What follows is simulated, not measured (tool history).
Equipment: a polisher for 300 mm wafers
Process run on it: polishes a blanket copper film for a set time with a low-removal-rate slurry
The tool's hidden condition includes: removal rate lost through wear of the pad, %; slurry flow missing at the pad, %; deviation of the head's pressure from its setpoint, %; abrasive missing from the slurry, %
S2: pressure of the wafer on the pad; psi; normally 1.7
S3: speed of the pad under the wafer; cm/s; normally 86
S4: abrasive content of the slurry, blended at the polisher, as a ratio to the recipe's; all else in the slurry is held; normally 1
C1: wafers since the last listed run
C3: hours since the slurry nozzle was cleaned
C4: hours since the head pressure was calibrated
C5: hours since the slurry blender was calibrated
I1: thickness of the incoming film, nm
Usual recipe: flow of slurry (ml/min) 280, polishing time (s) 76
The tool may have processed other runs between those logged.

{"run": 1, "hour": 0.0, "flow of slurry (ml/min)": 280, "S2": 1.7, "S3": 86, "S4": 1, "polishing time (s)": 76, "C1": 0, "wafers polished on this pad": 62, "C3": 511.3, "C4": 652.4, "C5": 31.7, "I1": 1007.7, "film removed (nm)": 94.7}
{"run": 2, "hour": 14.6, "flow of slurry (ml/min)": 280, "S2": 1.7, "S3": 86, "S4": 1, "polishing time (s)": 76, "C1": 135, "wafers polished on this pad": 198, "C3": 525.9, "C4": 667, "C5": 46.3, "I1": 1006.4, "film removed (nm)": 93.1}
{"run": 3, "hour": 23.3, "flow of slurry (ml/min)": 280, "S2": 1.7, "S3": 86, "S4": 1, "polishing time (s)": 76, "C1": 81, "wafers polished on this pad": 279, "C3": 534.6, "C4": 675.7, "C5": 55, "I1": 992.7, "film removed (nm)": 94.8}
{"run": 4, "hour": 33.4, "flow of slurry (ml/min)": 280, "S2": 1.7, "S3": 86, "S4": 1, "polishing time (s)": 76, "C1": 94, "wafers polished on this pad": 373, "C3": 544.7, "C4": 685.8, "C5": 65.1, "I1": 1015.1, "film removed (nm)": 95.6}
{"run": 5, "hour": 43.6, "flow of slurry (ml/min)": 280, "S2": 1.7, "S3": 86, "S4": 1, "polishing time (s)": 76, "C1": 94, "wafers polished on this pad": 468, "C3": 554.9, "C4": 696, "C5": 75.3, "I1": 1030, "film removed (nm)": 94.2}
{"run": 6, "hour": 58.0, "flow of slurry (ml/min)": 280, "S2": 1.7, "S3": 86, "S4": 1, "polishing time (s)": 76, "C1": 134, "wafers polished on this pad": 602, "C3": 569.3, "C4": 710.4, "C5": 89.7, "I1": 1010.6, "film removed (nm)": 94}
{"run": 7, "hour": 70.8, "flow of slurry (ml/min)": 280, "S2": 1.7, "S3": 86, "S4": 1, "polishing time (s)": 76, "C1": 119, "wafers polished on this pad": 721, "C3": 582.1, "C4": 723.2, "C5": 102.5, "I1": 1015.4, "film removed (nm)": 93.6}
{"hour": 87.2, "done": "worn pad replaced by a new one"}
{"run": 8, "hour": 87.7, "flow of slurry (ml/min)": 280, "S2": 1.7, "S3": 86, "S4": 1, "polishing time (s)": 76, "C1": 120, "wafers polished on this pad": 4, "C3": 599, "C4": 740.1, "C5": 119.4, "I1": 1017.9, "film removed (nm)": 93.7}
{"hour": 95.6, "done": "head pressure recalibrated"}
{"run": 9, "hour": 96.3, "flow of slurry (ml/min)": 280, "S2": 1.7, "S3": 86, "S4": 1, "polishing time (s)": 76, "C1": 61, "wafers polished on this pad": 65, "C3": 607.6, "C4": 0.7, "C5": 128, "I1": 1017.9, "film removed (nm)": 103.3}
{"run": 10, "hour": 107.1, "flow of slurry (ml/min)": 280, "S2": 1.7, "S3": 86, "S4": 1, "polishing time (s)": 90, "C1": 100, "wafers polished on this pad": 166, "C3": 618.4, "C4": 11.5, "C5": 138.8, "I1": 1009.6, "film removed (nm)": 123.2}
{"run": 11, "hour": 117.2, "flow of slurry (ml/min)": 280, "S2": 1.7, "S3": 86, "S4": 1, "polishing time (s)": 90, "C1": 94, "wafers polished on this pad": 260, "C3": 628.5, "C4": 21.6, "C5": 148.9, "I1": 994.3, "film removed (nm)": 122.2}
{"hour": 126.8, "done": "slurry blender recalibrated"}
{"hour": 127.8, "done": "slurry nozzle cleaned"}
{"run": 12, "hour": 134.8, "flow of slurry (ml/min)": 280, "S2": 1.7, "S3": 86, "S4": 0.8, "polishing time (s)": 53, "C1": 135, "wafers polished on this pad": 396, "C3": 7, "C4": 39.2, "C5": 8, "I1": 996.2, "film removed (nm)": 70.1}
{"run": 13, "hour": 143.5, "flow of slurry (ml/min)": 280, "S2": 1.7, "S3": 86, "S4": 1, "polishing time (s)": 76, "C1": 81, "wafers polished on this pad": 477, "C3": 15.7, "C4": 47.9, "C5": 16.7, "I1": 1014.9, "film removed (nm)": 102.5}
{"hour": 161.9, "done": "worn pad replaced by a new one"}
{"run": 14, "hour": 162.4, "flow of slurry (ml/min)": 280, "S2": 1.7, "S3": 86, "S4": 1, "polishing time (s)": 76, "C1": 138, "wafers polished on this pad": 4, "C3": 34.6, "C4": 66.8, "C5": 35.6, "I1": 1012.3, "film removed (nm)": 103.2}
{"run": 15, "hour": 174.4, "flow of slurry (ml/min)": 245, "S2": 1.7, "S3": 86, "S4": 1, "polishing time (s)": 65, "C1": 111, "wafers polished on this pad": 116, "C3": 46.6, "C4": 78.8, "C5": 47.6, "I1": 1013.8, "film removed (nm)": 87.4}
{"run": 16, "hour": 189.8, "flow of slurry (ml/min)": 310, "S2": 1.7, "S3": 58, "S4": 1.2, "polishing time (s)": 76, "C1": 143, "wafers polished on this pad": 260, "C3": 62, "C4": 94.2, "C5": 63, "I1": 1020.2, "film removed (nm)": 74.3}
{"run": 17, "hour": 198.7, "flow of slurry (ml/min)": 280, "S2": 1.7, "S3": 86, "S4": 1.2, "polishing time (s)": 65, "C1": 82, "wafers polished on this pad": 342, "C3": 70.9, "C4": 103.1, "C5": 71.9, "I1": 1023.6, "film removed (nm)": 89.3}
{"run": 18, "hour": 216.3, "flow of slurry (ml/min)": 280, "S2": 1.7, "S3": 102, "S4": 1, "polishing time (s)": 76, "C1": 163, "wafers polished on this pad": 506, "C3": 88.5, "C4": 120.7, "C5": 89.5, "I1": 1021.6, "film removed (nm)": 118.6}
{"run": 19, "hour": 223.2, "flow of slurry (ml/min)": 225, "S2": 2.2, "S3": 78, "S4": 0.7, "polishing time (s)": 76, "C1": 64, "wafers polished on this pad": 571, "C3": 95.4, "C4": 127.6, "C5": 96.4, "I1": 1008.4, "film removed (nm)": 112.2}
{"run": 20, "hour": 233.9, "flow of slurry (ml/min)": 280, "S2": 2.2, "S3": 86, "S4": 1, "polishing time (s)": 65, "C1": 99, "wafers polished on this pad": 670, "C3": 106.1, "C4": 138.3, "C5": 107.1, "I1": 992, "film removed (nm)": 113}
{"hour": 250.3, "done": "worn pad replaced by a new one"}
{"run": 21, "hour": 250.9, "flow of slurry (ml/min)": 280, "S2": 1.7, "S3": 86, "S4": 1, "polishing time (s)": 76, "C1": 121, "wafers polished on this pad": 5, "C3": 123.1, "C4": 155.3, "C5": 124.1, "I1": 1003.3, "film removed (nm)": 99.9}
{"run": 22, "hour": 259.9, "flow of slurry (ml/min)": 280, "S2": 2.1, "S3": 86, "S4": 1, "polishing time (s)": 64, "C1": 83, "wafers polished on this pad": 89, "C3": 132.1, "C4": 164.3, "C5": 133.1, "I1": 1002.1, "film removed (nm)": 103.9}
{"run": 23, "hour": 271.3, "flow of slurry (ml/min)": 280, "S2": 1.7, "S3": 76, "S4": 1, "polishing time (s)": 76, "C1": 106, "wafers polished on this pad": 195, "C3": 143.5, "C4": 175.7, "C5": 144.5, "I1": 1011.1, "film removed (nm)": 88.3}

Here are 3 independent what-if runs from the current tool condition. What would each one return?
{"run": "A", "hour": 271.7, "flow of slurry (ml/min)": 280, "S2": 1.2, "S3": 86, "S4": 1, "polishing time (s)": 76, "C1": 3, "wafers polished on this pad": 199, "C3": 143.9, "C4": 176.1, "C5": 144.9, "I1": 1001.2, "film removed (nm)": "?"}
{"run": "B", "hour": 271.7, "flow of slurry (ml/min)": 225, "S2": 1.9, "S3": 86, "S4": 1, "polishing time (s)": 76, "C1": 3, "wafers polished on this pad": 199, "C3": 143.9, "C4": 176.1, "C5": 144.9, "I1": 1001.2, "film removed (nm)": "?"}
{"run": "C", "hour": 271.7, "flow of slurry (ml/min)": 280, "S2": 1.7, "S3": 110, "S4": 1, "polishing time (s)": 76, "C1": 3, "wafers polished on this pad": 199, "C3": 143.9, "C4": 176.1, "C5": 144.9, "I1": 1001.2, "film removed (nm)": "?"}

run=A film_removed_(nm)=70.6
run=B film_removed_(nm)=108.9
run=C film_removed_(nm)=125.6
Stripped of hidden state, with their random variation kept, the same runs would have yielded:
run=A film_removed_(nm)=75.5
run=B film_removed_(nm)=116.4
run=C film_removed_(nm)=134.3
